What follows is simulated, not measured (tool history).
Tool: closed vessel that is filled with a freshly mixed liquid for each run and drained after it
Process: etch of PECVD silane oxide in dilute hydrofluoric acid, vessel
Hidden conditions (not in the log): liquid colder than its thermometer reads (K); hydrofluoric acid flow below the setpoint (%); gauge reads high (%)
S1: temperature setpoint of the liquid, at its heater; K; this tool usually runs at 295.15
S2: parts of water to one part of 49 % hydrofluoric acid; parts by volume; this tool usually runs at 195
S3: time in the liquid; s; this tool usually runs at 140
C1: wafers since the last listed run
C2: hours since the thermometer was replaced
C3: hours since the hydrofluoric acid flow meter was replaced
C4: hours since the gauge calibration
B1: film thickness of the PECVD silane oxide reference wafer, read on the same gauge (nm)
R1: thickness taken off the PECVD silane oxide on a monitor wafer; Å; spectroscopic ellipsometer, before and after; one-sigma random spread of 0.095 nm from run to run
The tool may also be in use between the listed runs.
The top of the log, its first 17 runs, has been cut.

Run 18, hour 879.8: usual settings but S1 293.15 K, S3 220 s; C1 7527; C2 273; C3 140.9; C4 1037.7; B1 100.01. Result: R1 152.9 Å.
Run 19, hour 948.2: usual settings but S1 290.65 K; C1 7582; C2 341.4; C3 209.3; C4 1106.1; B1 100. Result: R1 87.2 Å.
Run 20, hour 982.2: usual settings but S1 297.15 K; C1 3769; C2 375.4; C3 243.3; C4 1140.1; B1 99.98. Result: R1 111.7 Å.
Run 21, hour 1034.1: usual settings; C1 5753; C2 427.3; C3 295.2; C4 1192; B1 99.99. Result: R1 103.9 Å.
Run 22, hour 1099.3: usual settings but S1 292.15 K, S2 285 parts by volume, S3 110 s; C1 7228; C2 492.5; C3 360.4; C4 1257.2; B1 99.97. Result: R1 46.5 Å.
At hour 1118.7: gauge calibrated.
At hour 1133.5: hydrofluoric acid flow meter replaced.
Run 23, hour 1168.3: usual settings but S1 299.65 K, S2 285 parts by volume; C1 7538; C2 561.5; C3 34.8; C4 49.6; B1 99.97. Result: R1 76.6 Å.
Run 24, hour 1194.8: usual settings; C1 2937; C2 588; C3 61.3; C4 76.1; B1 100. Result: R1 103.9 Å.
Run 25, hour 1244.6: usual settings but S1 297.15 K, S2 105 parts by volume, S3 65 s; C1 5520; C2 637.8; C3 111.1; C4 125.9; B1 99.98. Result: R1 105.6 Å.
Run 26, hour 1308.1: usual settings but S1 292.15 K, S2 145 parts by volume; C1 7039; C2 701.3; C3 174.6; C4 189.4; B1 99.99. Result: R1 130.9 Å.
Run 27, hour 1366.8: usual settings; C1 6507; C2 760; C3 233.3; C4 248.1; B1 99.98. Result: R1 102.1 Å.
Run 28, hour 1398.4: usual settings; C1 3503; C2 791.6; C3 264.9; C4 279.7; B1 100.02. Result: R1 102.5 Å.
Run 29, hour 1454.9: usual settings but S1 298.15 K, S2 165 parts by volume; C1 6263; C2 848.1; C3 321.4; C4 336.2; B1 100.02. Result: R1 140.3 Å.
Run 30, hour 1520: usual settings but S1 297.15 K, S2 290 parts by volume, S3 220 s; C1 7216; C2 913.2; C3 386.5; C4 401.3; B1 100.01. Result: R1 105.9 Å.
At hour 1546.4: hydrofluoric acid flow meter replaced.
Run 31, hour 1582.2: usual settings but S1 290.15 K; C1 6784; C2 975.4; C3 35.8; C4 463.5; B1 99.98. Result: R1 83.2 Å.
Run 32, hour 1642.7: usual settings; C1 6707; C2 1035.9; C3 96.3; C4 524; B1 100.01. Result: R1 103.1 Å.

Predict each of these 4 candidate next runs independently; none follows another, all start after run 32:
Run A, hour 1643.4: usual settings; C1 77; C2 1036.6; C3 97; C4 524.7; B1 ?. Result: R1 ?.
Run B, hour 1643.4: usual settings but S1 293.65 K, S2 230 parts by volume, S3 170 s; C1 77; C2 1036.6; C3 97; C4 524.7; B1 ?. Result: R1 ?.
Run C, hour 1643.4: usual settings but S1 299.65 K; C1 77; C2 1036.6; C3 97; C4 524.7; B1 ?. Result: R1 ?.
Run D, hour 1643.4: usual settings but S2 165 parts by volume, S3 65 s; C1 77; C2 1036.6; C3 97; C4 524.7; B1 ?. Result: R1 ?.

run   B1     R1
  A  100  102.5
  B  100   96.3
  C  100  121.2
  D  100     58
With no hidden state in the tool, these same runs would have given:
run     R1
  A  105.4
  B     99
  C  124.4
  D   59.7

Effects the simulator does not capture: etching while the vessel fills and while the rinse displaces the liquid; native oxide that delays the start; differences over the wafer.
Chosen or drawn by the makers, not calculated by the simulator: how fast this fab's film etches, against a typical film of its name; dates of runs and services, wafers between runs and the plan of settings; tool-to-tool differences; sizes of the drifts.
